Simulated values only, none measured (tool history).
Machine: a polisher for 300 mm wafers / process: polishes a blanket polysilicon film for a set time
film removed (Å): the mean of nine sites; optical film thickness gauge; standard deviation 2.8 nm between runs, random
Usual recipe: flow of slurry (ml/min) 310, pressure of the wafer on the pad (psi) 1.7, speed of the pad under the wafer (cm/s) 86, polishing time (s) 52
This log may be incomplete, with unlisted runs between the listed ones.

run    hour  flow of slurry (ml/min)  pressure of the wafer on the pad (psi)  speed of the pad under the wafer (cm/s)  polishing time (s)  wafers since the last listed run  wafers polished on this pad  hours since the slurry nozzle was cleaned  hours since the head pressure was calibrated  incoming thickness of the incoming film, nm  film removed (Å)
  1       0                      310                                     1.7                                       86                  52                                 0                         1295                                        655                                         200.2                                       1383.4              2616
  2    57.4                      310                                     1.7                                       86                  52                               662                         1957                                      712.4                                         257.6                                       1365.1              2608
       61.8  -- slurry nozzle cleaned
  3    94.5                      310                                     1.7                                       86                  52                               416                         2374                                       32.7                                         294.7                                       1370.1              2586
  4   135.2                      310                                     1.7                                       86                  52                               469                         2844                                       73.4                                         335.4                                       1361.9              2547
  5   187.2                      310                                     1.7                                       86                  38                               600                         3444                                      125.4                                         387.4                                       1361.3              1861
  6   244.2                      310                                     1.7                                       86                  38                               658                         4102                                      182.4                                         444.4                                       1352.7              1774
      251.5  -- worn pad replaced by a new one
      264.2  -- head pressure recalibrated
  7   283.2                      310                                     1.7                                       86                  38                               380                          342                                      221.4                                            19                                       1380.7              1924
  8   346.2                      245                                     1.7                                       94                  52                               727                         1070                                      284.4                                            82                                       1352.6              2815
  9   416.4                      310                                     1.7                                       86                  52                               810                         1880                                      354.6                                         152.2                                       1355.1              2632
 10   450.5                      310                                     1.7                                       86                  52                               393                         2274                                      388.7                                         186.3                                         1354              2564
 11   483.5                      310                                     1.7                                       86                  52                               380                         2655                                      421.7                                         219.3                                       1369.2              2603
 12   525.8                      310                                     1.7                                       86                  52                               488                         3143                                        464                                         261.6                                       1359.1              2535
 13   566.7                      280                                     1.7                                       62                  52                               472                         3615                                      504.9                                         302.5                                       1347.3              1786
      601.4  -- worn pad replaced by a new one
 14   607.2                      310                                     1.7                                       86                  52                               421                           66                                      545.4                                           343                                       1354.3              2695
 15   665.3                      310                                     1.7                                       86                  52                               670                          737                                      603.5                                         401.1                                       1350.7              2635
 16   721.2                      225                                     1.3                                       86                  52                               645                         1382                                      659.4                                           457                                       1341.1              1972
 17   769.2                      310                                     1.7                                       86                  52                               554                         1937                                      707.4                                           505                                       1346.1              2564
      773.1  -- slurry nozzle cleaned
      784.3  -- head pressure recalibrated
 18     819                      255                                     1.7                                       86                  45                               540                         2477                                       45.9                                          34.7                                       1367.1              2230
 19   884.6                      250                                     1.7                                       56                  47                               757                         3234                                      111.5                                         100.3                                       1371.5              1499
 20   948.8                      310                                     2.1                                      104                  52                               741                         3975                                      175.7                                         164.5                                       1350.2              3710
      958.7  -- worn pad replaced by a new one
 21  1040.5                      360                                     1.9                                      116                  63                              1012                          944                                      267.4                                         256.2                                       1362.8              4930
 22    1112                      310                                     1.7                                       86                  52                               825                         1769                                      338.9                                         327.7                                       1361.4              2620
 23  1171.5                      310                                     1.7                                       86                  45                               686                         2456                                      398.4                                         387.2                                       1345.1              2216
 24    1228                      310                                     1.7                                       86                  52                               652                         3108                                      454.9                                         443.7                                       1338.3              2517
     1239.9  -- worn pad replaced by a new one
     1270.9  -- head pressure recalibrated
 25  1347.3                      310                                     1.2                                       86                  52                              1308                         1216                                      574.2                                          76.4                                       1344.5              1869
 26  1375.8                      250                                     1.5                                       66                  60                               329                         1545                                      602.7                                         104.9                                       1372.1              1993
       1419  -- slurry nozzle cleaned
 27  1431.5                      310                                     1.4                                       86                  63                               631                         2177                                       12.5                                         160.6                                       1366.6              2587
 28  1473.2                      415                                     1.7                                       98                  52                               481                         2658                                       54.2                                         202.3                                         1357              2995
 29  1502.8                      390                                     1.5                                       56                  37                               341                         3000                                       83.8                                         231.9                                       1382.6              1045
 30  1541.9                      390                                     2.2                                       96                  52                               451                         3451                                      122.9                                           271                                       1356.6              3704
     1562.6  -- worn pad replaced by a new one
 31    1606                      310                                     1.4                                       86                  57                               693                          500                                        187                                         335.1                                       1341.7              2324

Consider 4 possible next runs. They are alternatives, not a sequence: every one starts from the tool as it was left by run 31. What does each give?
  A  1606.4                      310                                     1.7                                       86                  52                                 4                          505                                      187.4                                         335.5                                       1363.8                 ?
  B  1606.4                      260                                     1.3                                      104                  58                                 4                          505                                      187.4                                         335.5                                       1363.8                 ?
  C  1606.4                      365                                     1.2                                       86                  52                                 4                          505                                      187.4                                         335.5                                       1363.8                 ?
  D  1606.4                      310                                     1.7                                      104                  52                                 4                          505                                      187.4                                         335.5                                       1363.8                 ?

run  film removed (Å)
  A              2672
  B              2727
  C              1904
  D              3231
Without the tool's unlogged condition, the same runs would have read:
run  film removed (Å)
  A              2691
  B              2745
  C              1917
  D              3254
